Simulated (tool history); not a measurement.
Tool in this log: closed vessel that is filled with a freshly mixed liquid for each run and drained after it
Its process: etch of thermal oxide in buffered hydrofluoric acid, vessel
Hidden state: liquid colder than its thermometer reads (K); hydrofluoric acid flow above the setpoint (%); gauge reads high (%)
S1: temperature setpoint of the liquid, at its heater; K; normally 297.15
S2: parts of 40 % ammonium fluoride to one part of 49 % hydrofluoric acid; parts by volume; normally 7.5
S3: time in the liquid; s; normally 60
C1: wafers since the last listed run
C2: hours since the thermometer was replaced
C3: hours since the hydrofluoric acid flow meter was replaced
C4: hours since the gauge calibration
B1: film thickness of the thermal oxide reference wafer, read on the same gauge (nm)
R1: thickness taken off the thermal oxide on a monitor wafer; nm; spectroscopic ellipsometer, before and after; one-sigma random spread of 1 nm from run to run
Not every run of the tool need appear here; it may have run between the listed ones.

run,hour,S1,S2,S3,C1,C2,C3,C4,B1,R1
1,0.0,297.15,8.5,60,0,1517.8,1496.7,428.7,89.08,87.57
2,51.9,297.15,8.5,60,3828,1569.7,1548.6,480.6,88.91,87.59
3,130.5,297.15,8.5,60,5797,1648.3,1627.2,559.2,88.62,86.47
4,226.8,297.15,7.5,60,7103,1744.6,1723.5,655.5,88.22,98.35
5,285.7,297.15,7.5,60,4344,1803.5,1782.4,714.4,87.94,100.66
6,382.6,297.15,8.0,60,7147,1900.4,1879.3,811.3,87.41,92.45
7,447.9,297.15,8.0,60,4816,1965.7,1944.6,876.6,87.07,93.12
8,495.6,297.15,7.5,60,3518,2013.4,1992.3,924.3,86.78,97.85
9,547.5,299.15,10.0,60,3828,2065.3,2044.2,976.2,86.37,83.50
# hour 617.6: hydrofluoric acid flow meter replaced
# hour 631.8: gauge calibrated
10,652.8,297.15,7.5,60,7693,2170.6,35.2,21.0,90.48,103.00
11,750.9,297.15,7.5,60,7235,2268.7,133.3,119.1,90.42,102.93
# hour 817.6: thermometer replaced
12,836.4,294.15,10.0,85,6232,18.8,218.8,204.6,90.35,94.40
13,889.5,297.15,7.5,30,3916,71.9,271.9,257.7,90.24,51.03
14,936.3,295.15,5.0,30,3451,118.7,318.7,304.5,90.20,66.71
15,1000.4,297.15,6.5,60,4727,182.8,382.8,368.6,90.05,119.35
16,1047.3,297.15,10.5,60,3459,229.7,429.7,415.5,89.90,74.40
17,1115.1,300.15,7.5,40,5000,297.5,497.5,483.3,89.72,79.76

Here are 4 independent what-if runs from the current tool condition. What would each one return?
A,1115.8,297.15,7.5,75,51,298.2,498.2,484.0,?,?
B,1115.8,292.65,8.5,50,51,298.2,498.2,484.0,?,?
C,1115.8,297.15,9.0,60,51,298.2,498.2,484.0,?,?
D,1115.8,297.15,5.0,60,51,298.2,498.2,484.0,?,?

run,B1,R1
A,89.65,128.82
B,89.65,58.47
C,89.65,84.58
D,89.65,148.04
With no hidden state in the tool, these same runs would have given:
run,R1
A,129.26
B,58.67
C,84.87
D,148.54
